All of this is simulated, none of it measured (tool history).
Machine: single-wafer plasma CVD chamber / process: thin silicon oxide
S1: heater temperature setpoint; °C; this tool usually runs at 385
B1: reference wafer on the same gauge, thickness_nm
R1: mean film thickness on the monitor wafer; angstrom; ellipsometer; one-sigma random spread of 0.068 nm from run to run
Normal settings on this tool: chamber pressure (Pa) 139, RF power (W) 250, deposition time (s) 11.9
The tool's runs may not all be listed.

run 1 day=0 | S1=385 chamber_pressure_(Pa)=139 RF_power_(W)=250 deposition_time_(s)=11.9 | B1=23.586 | R1=224.31
run 2 day=3.596 | S1=385 chamber_pressure_(Pa)=139 RF_power_(W)=250 deposition_time_(s)=11.9 | B1=23.589 | R1=225.36
-- day=5.046 gauge calibrated
run 3 day=7.417 | S1=396 chamber_pressure_(Pa)=139 RF_power_(W)=240 deposition_time_(s)=11.9 | B1=23.617 | R1=217.43
run 4 day=9.296 | S1=396 chamber_pressure_(Pa)=139 RF_power_(W)=240 deposition_time_(s)=11.9 | B1=23.598 | R1=218.22
-- day=14.308 thermocouple changed; heater temperature recalibrated
run 5 day=17.929 | S1=385 chamber_pressure_(Pa)=139 RF_power_(W)=275 deposition_time_(s)=11.9 | B1=23.617 | R1=235.57
run 6 day=22.371 | S1=385 chamber_pressure_(Pa)=139 RF_power_(W)=275 deposition_time_(s)=11.9 | B1=23.593 | R1=234.02
-- day=24.317 showerhead replaced
run 7 day=26.429 | S1=385 chamber_pressure_(Pa)=139 RF_power_(W)=275 deposition_time_(s)=11.9 | B1=23.59 | R1=234.52
-- day=27.104 RF generator calibrated
run 8 day=28.179 | S1=399 chamber_pressure_(Pa)=139 RF_power_(W)=265 deposition_time_(s)=11.9 | B1=23.594 | R1=239.09
-- day=28.783 capacitance manometer re-zeroed and calibrated
run 9 day=30.354 | S1=396 chamber_pressure_(Pa)=115 RF_power_(W)=250 deposition_time_(s)=12.9 | B1=23.605 | R1=216.96
-- day=31.85 gauge calibrated
run 10 day=32.354 | S1=385 chamber_pressure_(Pa)=139 RF_power_(W)=250 deposition_time_(s)=11.9 | B1=23.615 | R1=234.29
run 11 day=33.983 | S1=373 chamber_pressure_(Pa)=160 RF_power_(W)=250 deposition_time_(s)=13.9 | B1=23.565 | R1=302.43
run 12 day=36.312 | S1=398 chamber_pressure_(Pa)=128 RF_power_(W)=280 deposition_time_(s)=12.8 | B1=23.592 | R1=250.65
run 13 day=38.392 | S1=371 chamber_pressure_(Pa)=123 RF_power_(W)=250 deposition_time_(s)=11.9 | B1=23.619 | R1=214.5
run 14 day=41.133 | S1=385 chamber_pressure_(Pa)=139 RF_power_(W)=275 deposition_time_(s)=11.9 | B1=23.612 | R1=244.22
run 15 day=45.442 | S1=385 chamber_pressure_(Pa)=139 RF_power_(W)=250 deposition_time_(s)=12.8 | B1=23.567 | R1=249.15

For each run, what was the tool's unlogged condition?
wafer temperature above the value expected at the setpoint (K): 0 on each run
true pressure above the setpoint (%): 0 on each run
gauge reads high (%): 0 on each run
H1: delivered RF power above the setpoint (%)
run=1 H1=-6.92
run=2 H1=-7.21
run=3 H1=-7.51
run=4 H1=-7.66
run=5 H1=-8.35
run=6 H1=-8.7
run=7 H1=-9.02
run=8 H1=-0.796
run=9 H1=-0.969
run=10 H1=-1.13
run=11 H1=-1.26
run=12 H1=-1.44
run=13 H1=-1.61
run=14 H1=-1.83
run=15 H1=-2.17
